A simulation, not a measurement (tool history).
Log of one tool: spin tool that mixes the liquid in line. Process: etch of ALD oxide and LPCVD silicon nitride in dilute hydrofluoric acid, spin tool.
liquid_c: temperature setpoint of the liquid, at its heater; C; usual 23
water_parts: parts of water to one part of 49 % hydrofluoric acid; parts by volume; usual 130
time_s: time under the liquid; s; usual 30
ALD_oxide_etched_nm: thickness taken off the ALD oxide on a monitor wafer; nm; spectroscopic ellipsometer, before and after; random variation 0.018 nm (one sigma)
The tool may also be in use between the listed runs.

run	hour	liquid_c	water_parts	time_s	read-back film thickness of the ALD oxide reference wafer, read on the same gauge (nm)	ALD_oxide_etched_nm
1	0	23	130	30	100.01	6.44
2	13.8	23	130	30	100	6.36
3	22.9	26.5	130	15	99.97	3.66
4	52.4	25	130	30	100	6.9
# hour 59: thermometer replaced
5	59.5	25	130	30	100.01	6.24
6	74.2	23	130	30	99.99	5.81
7	84.3	23	130	30	100	5.79
8	95.1	23	130	30	100.01	5.81
# hour 101.5: gauge calibrated
9	105	23	85	20	100.03	6.24
10	120.3	26	130	50	100	10.9
11	134.9	18	165	45	100	5.49
12	152.4	23	130	45	100	8.73
# hour 165.5: hydrofluoric acid flow meter replaced
13	169.4	23	130	30	100.01	5.23
14	176.4	27.5	190	45	99.99	5.91
15	192.7	23	130	30	100	5.21
16	204.4	21.5	80	50	100.01	14.19
17	221.5	25.5	85	30	100	9.36
18	235.1	26.5	170	30	99.98	4.39
19	248.6	26.5	170	30	99.99	4.39
20	259.6	23	75	40	100	13.04
21	277.4	28	170	30	99.99	4.65
22	291	28	130	20	100	4.27
23	297.5	27.5	90	30	100	9.58
24	309	25.5	110	35	100.01	8.24
25	317.7	19.5	185	30	100	3.07

The tool's hidden state at each run:
gauge reads high (%): 0 in every run
H1: liquid hotter than its thermometer reads (K)
H2: hydrofluoric acid flow above the setpoint (%)
run	H1	H2
1	2.77	12.3
2	2.78	12.4
3	2.79	12.4
4	2.82	12.6
5	0.109	12.6
6	0.124	12.7
7	0.134	12.8
8	0.145	12.8
9	0.155	12.9
10	0.171	13
11	0.186	13
12	0.203	13.1
13	0.22	2.43
14	0.228	2.47
15	0.244	2.56
16	0.256	2.62
17	0.273	2.71
18	0.287	2.78
19	0.3	2.85
20	0.312	2.91
21	0.33	3
22	0.343	3.08
23	0.35	3.11
24	0.362	3.17
25	0.37	3.22
